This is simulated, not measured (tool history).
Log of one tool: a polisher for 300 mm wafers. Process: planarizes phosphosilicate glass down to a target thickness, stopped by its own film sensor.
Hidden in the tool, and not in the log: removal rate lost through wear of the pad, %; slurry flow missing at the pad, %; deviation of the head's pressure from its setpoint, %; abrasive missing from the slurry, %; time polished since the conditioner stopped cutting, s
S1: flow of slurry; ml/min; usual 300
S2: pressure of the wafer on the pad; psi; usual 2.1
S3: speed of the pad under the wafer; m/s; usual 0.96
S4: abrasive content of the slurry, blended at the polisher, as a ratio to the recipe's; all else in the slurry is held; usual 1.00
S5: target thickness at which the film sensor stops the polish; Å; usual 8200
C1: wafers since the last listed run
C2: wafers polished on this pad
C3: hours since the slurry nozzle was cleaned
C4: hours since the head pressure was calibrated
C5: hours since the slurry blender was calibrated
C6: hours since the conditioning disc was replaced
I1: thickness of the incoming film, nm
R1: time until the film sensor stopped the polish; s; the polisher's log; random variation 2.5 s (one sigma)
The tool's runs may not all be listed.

{"run": 1, "hour": 0.0, "S1": 300, "S2": 2.1, "S3": 0.96, "S4": 1.0, "S5": 8200, "C1": 0, "C2": 1167, "C3": 264.6, "C4": 203.7, "C5": 153.3, "C6": 131.2, "I1": 1443.9, "R1": 155.1}
{"run": 2, "hour": 30.8, "S1": 300, "S2": 2.1, "S3": 0.96, "S4": 1.0, "S5": 8200, "C1": 168, "C2": 1336, "C3": 295.4, "C4": 234.5, "C5": 184.1, "C6": 162.0, "I1": 1431.1, "R1": 148.9}
{"hour": 36.4, "done": "worn pad replaced by a new one"}
{"hour": 76.1, "done": "conditioning disc replaced and pad reconditioned"}
{"hour": 98.9, "done": "slurry blender recalibrated"}
{"run": 3, "hour": 99.2, "S1": 300, "S2": 2.1, "S3": 0.96, "S4": 1.0, "S5": 8200, "C1": 330, "C2": 322, "C3": 363.8, "C4": 302.9, "C5": 0.3, "C6": 23.1, "I1": 1394.0, "R1": 147.7}
{"run": 4, "hour": 170.6, "S1": 300, "S2": 2.1, "S3": 0.96, "S4": 1.0, "S5": 8200, "C1": 391, "C2": 713, "C3": 435.2, "C4": 374.3, "C5": 71.7, "C6": 94.5, "I1": 1409.0, "R1": 153.1}
{"run": 5, "hour": 215.4, "S1": 300, "S2": 1.7, "S3": 0.96, "S4": 1.0, "S5": 8200, "C1": 245, "C2": 958, "C3": 480.0, "C4": 419.1, "C5": 116.5, "C6": 139.3, "I1": 1433.7, "R1": 194.1}
{"run": 6, "hour": 241.2, "S1": 300, "S2": 2.1, "S3": 0.96, "S4": 1.0, "S5": 8200, "C1": 141, "C2": 1100, "C3": 505.8, "C4": 444.9, "C5": 142.3, "C6": 165.1, "I1": 1420.8, "R1": 157.9}
{"hour": 267.4, "done": "worn pad replaced by a new one"}
{"run": 7, "hour": 293.1, "S1": 300, "S2": 2.1, "S3": 0.96, "S4": 1.0, "S5": 8200, "C1": 262, "C2": 140, "C3": 557.7, "C4": 496.8, "C5": 194.2, "C6": 217.0, "I1": 1434.0, "R1": 158.1}
{"hour": 301.0, "done": "slurry blender recalibrated"}
{"hour": 331.8, "done": "conditioning disc replaced and pad reconditioned"}
{"run": 8, "hour": 355.1, "S1": 300, "S2": 2.1, "S3": 1.1, "S4": 1.0, "S5": 8200, "C1": 317, "C2": 458, "C3": 619.7, "C4": 558.8, "C5": 54.1, "C6": 23.3, "I1": 1406.7, "R1": 137.1}
{"run": 9, "hour": 416.2, "S1": 300, "S2": 2.1, "S3": 1.1, "S4": 1.0, "S5": 8200, "C1": 334, "C2": 793, "C3": 680.8, "C4": 619.9, "C5": 115.2, "C6": 84.4, "I1": 1403.4, "R1": 138.2}
{"run": 10, "hour": 447.1, "S1": 300, "S2": 2.5, "S3": 0.96, "S4": 1.0, "S5": 8200, "C1": 169, "C2": 962, "C3": 711.7, "C4": 650.8, "C5": 146.1, "C6": 115.3, "I1": 1434.3, "R1": 137.4}
{"hour": 482.1, "done": "worn pad replaced by a new one"}
{"run": 11, "hour": 517.7, "S1": 300, "S2": 2.5, "S3": 0.96, "S4": 1.0, "S5": 8200, "C1": 364, "C2": 194, "C3": 782.3, "C4": 721.4, "C5": 216.7, "C6": 185.9, "I1": 1395.9, "R1": 132.1}
{"hour": 521.6, "done": "slurry blender recalibrated"}
{"hour": 543.7, "done": "conditioning disc replaced and pad reconditioned"}
{"run": 12, "hour": 568.6, "S1": 300, "S2": 1.7, "S3": 0.96, "S4": 1.0, "S5": 8200, "C1": 256, "C2": 451, "C3": 833.2, "C4": 772.3, "C5": 47.0, "C6": 24.9, "I1": 1421.2, "R1": 205.2}
{"run": 13, "hour": 638.5, "S1": 225, "S2": 2.1, "S3": 0.96, "S4": 1.0, "S5": 8200, "C1": 382, "C2": 834, "C3": 903.1, "C4": 842.2, "C5": 116.9, "C6": 94.8, "I1": 1415.0, "R1": 159.4}
{"hour": 647.1, "done": "slurry nozzle cleaned"}
{"run": 14, "hour": 676.7, "S1": 300, "S2": 2.1, "S3": 0.96, "S4": 1.0, "S5": 8200, "C1": 203, "C2": 1038, "C3": 29.6, "C4": 880.4, "C5": 155.1, "C6": 133.0, "I1": 1422.8, "R1": 166.3}
{"hour": 710.4, "done": "head pressure recalibrated"}
{"hour": 723.1, "done": "slurry blender recalibrated"}
{"run": 15, "hour": 742.1, "S1": 300, "S2": 1.9, "S3": 0.96, "S4": 1.0, "S5": 8200, "C1": 336, "C2": 1375, "C3": 95.0, "C4": 31.7, "C5": 19.0, "C6": 198.4, "I1": 1439.6, "R1": 156.4}
{"hour": 754.7, "done": "worn pad replaced by a new one"}
{"run": 16, "hour": 795.7, "S1": 300, "S2": 2.1, "S3": 0.96, "S4": 1.1, "S5": 7560, "C1": 271, "C2": 224, "C3": 148.6, "C4": 85.3, "C5": 72.6, "C6": 252.0, "I1": 1428.7, "R1": 160.2}
{"hour": 803.1, "done": "conditioning disc replaced and pad reconditioned"}
{"run": 17, "hour": 851.0, "S1": 300, "S2": 1.7, "S3": 0.96, "S4": 1.0, "S5": 8200, "C1": 292, "C2": 516, "C3": 203.9, "C4": 140.6, "C5": 127.9, "C6": 47.9, "I1": 1431.2, "R1": 182.0}
{"run": 18, "hour": 879.2, "S1": 300, "S2": 2.1, "S3": 0.84, "S4": 1.0, "S5": 8200, "C1": 154, "C2": 671, "C3": 232.1, "C4": 168.8, "C5": 156.1, "C6": 76.1, "I1": 1408.0, "R1": 161.4}
{"run": 19, "hour": 910.2, "S1": 300, "S2": 2.6, "S3": 0.84, "S4": 1.0, "S5": 7330, "C1": 169, "C2": 841, "C3": 263.1, "C4": 199.8, "C5": 187.1, "C6": 107.1, "I1": 1398.8, "R1": 146.4}
{"hour": 938.7, "done": "slurry blender recalibrated"}
{"run": 20, "hour": 980.7, "S1": 250, "S2": 2.1, "S3": 0.96, "S4": 1.0, "S5": 8200, "C1": 375, "C2": 1216, "C3": 333.6, "C4": 270.3, "C5": 42.0, "C6": 177.6, "I1": 1422.4, "R1": 153.0}
{"hour": 1029.6, "done": "worn pad replaced by a new one"}
{"run": 21, "hour": 1031.4, "S1": 300, "S2": 2.1, "S3": 0.96, "S4": 1.0, "S5": 8200, "C1": 255, "C2": 10, "C3": 384.3, "C4": 321.0, "C5": 92.7, "C6": 228.3, "I1": 1444.3, "R1": 159.0}
{"hour": 1050.6, "done": "conditioning disc replaced and pad reconditioned"}
{"run": 22, "hour": 1084.4, "S1": 300, "S2": 1.5, "S3": 0.96, "S4": 0.75, "S5": 9620, "C1": 279, "C2": 289, "C3": 437.3, "C4": 374.0, "C5": 145.7, "C6": 33.8, "I1": 1420.8, "R1": 181.7}
{"run": 23, "hour": 1150.8, "S1": 300, "S2": 2.5, "S3": 0.96, "S4": 0.9, "S5": 8200, "C1": 363, "C2": 653, "C3": 503.7, "C4": 440.4, "C5": 212.1, "C6": 100.2, "I1": 1421.3, "R1": 135.5}

The same runs without the tool's hidden state, with the same run-to-run variation:
run=1 R1=147.1
run=2 R1=140.2
run=3 R1=137.4
run=4 R1=141.0
run=5 R1=177.7
run=6 R1=144.1
run=7 R1=143.5
run=8 R1=123.8
run=9 R1=124.2
run=10 R1=123.3
run=11 R1=118.1
run=12 R1=182.9
run=13 R1=141.8
run=14 R1=147.6
run=15 R1=156.5
run=16 R1=157.7
run=17 R1=176.4
run=18 R1=155.4
run=19 R1=139.9
run=20 R1=144.3
run=21 R1=148.6
run=22 R1=168.6
run=23 R1=124.7
